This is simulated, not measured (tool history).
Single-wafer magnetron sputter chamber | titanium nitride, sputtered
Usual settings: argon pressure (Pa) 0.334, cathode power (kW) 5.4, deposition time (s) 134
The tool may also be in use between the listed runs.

run,day,argon pressure (Pa),cathode power (kW),deposition time (s),wafers since the last listed run,wafers on the sputter target,hours since the last manometer calibration,hours since the magnet pack was replaced,hours since the gauge calibration,"read-back reference wafer on the same gauge, thickness_nm",mean film thickness on the monitor wafer (nm)
1,0,0.334,5.4,127,0,4250,406.5,5917.3,821.8,115.931,123.758
2,1.708,0.334,5.4,127,521,4771,447.5,5958.3,862.8,116.048,123.227
3,5.375,0.334,5.4,134,1118,5890,535.5,6046.3,950.8,115.981,130.464
4,7.65,0.334,5.4,134,694,6584,590.1,6100.9,1005.4,116.048,130.095
# day 8.333: sputter target and shields replaced
5,15.083,0.334,5.4,134,2166,2059,768.5,6279.3,1183.8,116.011,130.819
6,17.925,0.334,5.4,134,867,2926,836.7,6347.5,1252,116.228,130.788
7,22.017,0.334,5.4,140,1248,4175,934.9,6445.7,1350.2,115.846,136.421
# day 28.567: sputter target and shields replaced
8,30.717,0.334,5.4,140,2553,656,1143.7,6654.5,1559,116.039,137.821
9,34.988,0.334,5.4,140,1303,1959,1246.2,6757,1661.5,115.994,136.491
# day 35.788: capacitance manometer re-zeroed and calibrated
10,38.058,0.416,5.4,134,835,2794,54.5,6830.7,1735.2,116.089,126.339
11,41.425,0.416,5.4,134,1027,3822,135.3,6911.5,1816,116.011,126.26
# day 43.388: gauge calibrated
12,45.083,0.334,5.4,134,1116,4938,223.1,6999.3,40.7,115.906,130.455
# day 46.008: sputter target and shields replaced
13,47.1,0.334,5.4,134,513,332,271.5,7047.7,89.1,116.027,131.268
14,50.746,0.334,5.4,134,1112,1445,359,7135.2,176.6,116.113,131.104
# day 52.304: magnet pack replaced
15,52.325,0.334,5.4,134,380,1825,396.9,0.5,214.5,116.002,131.016
16,54.167,0.334,5.4,134,561,2387,441.1,44.7,258.7,116.106,130.442
17,57.146,0.209,6.05,134,909,3296,512.6,116.2,330.2,116.073,146.811
18,59.571,0.334,5.4,134,740,4036,570.8,174.4,388.4,115.851,129.635
19,61.554,0.254,4.8,134,605,4641,618.4,222,436,115.905,127.696
20,63.646,0.447,5.4,134,638,5279,668.6,272.2,486.2,115.957,123.838
# day 66.321: sputter target and shields replaced
21,67.025,0.439,6.1,158,929,215,749.7,353.3,567.3,115.979,158.162
22,71.283,0.334,5.4,134,1299,1514,851.9,455.5,669.5,116.086,131.095
23,73.05,0.334,5.4,140,539,2053,894.3,497.9,711.9,115.989,136.444
24,77.479,0.334,5.85,134,1351,3405,1000.6,604.2,818.2,116.081,135.686
25,80.333,0.334,5.4,134,870,4276,1069.1,672.7,886.7,115.977,130.585
26,82.733,0.437,6.3,124,732,5008,1126.7,730.3,944.3,116.028,125.119
# day 84.529: sputter target and shields replaced
27,86.496,0.407,4.7,141,1046,600,1217,820.6,1034.6,116.1,124.543
28,90,0.467,4.4,159,1069,1669,1301.1,904.7,1118.7,115.936,132.214
29,92.308,0.334,5.9,134,704,2373,1356.5,960.1,1174.1,115.987,136.587
# day 93.571: capacitance manometer re-zeroed and calibrated
30,95.233,0.449,6.25,134,790,3164,39.9,1030.3,1244.3,115.991,133.744
31,98.129,0.448,6.45,144,883,4048,109.4,1099.8,1313.8,116.006,145.984
32,101.504,0.463,6.65,126,1029,5078,190.4,1180.8,1394.8,115.874,129.23

The same runs without the tool's hidden state, with the same run-to-run variation:
The hidden state here: deposition rate above that of a new target (%); true argon pressure above the setpoint (%); gauge reads high (%).
run,mean film thickness on the monitor wafer (nm)
1,125.359
2,124.867
3,132.272
4,131.926
5,131.945
6,132.13
7,138.017
8,138.32
9,137.589
10,127.588
11,127.668
12,132.017
13,131.589
14,132.026
15,132.114
16,131.695
17,148.426
18,131.16
19,129.255
20,125.394
21,158.595
22,132.168
23,137.758
24,137.309
25,132.26
26,126.786
27,125.15
28,133.379
29,138.02
30,135.342
31,147.866
32,130.986

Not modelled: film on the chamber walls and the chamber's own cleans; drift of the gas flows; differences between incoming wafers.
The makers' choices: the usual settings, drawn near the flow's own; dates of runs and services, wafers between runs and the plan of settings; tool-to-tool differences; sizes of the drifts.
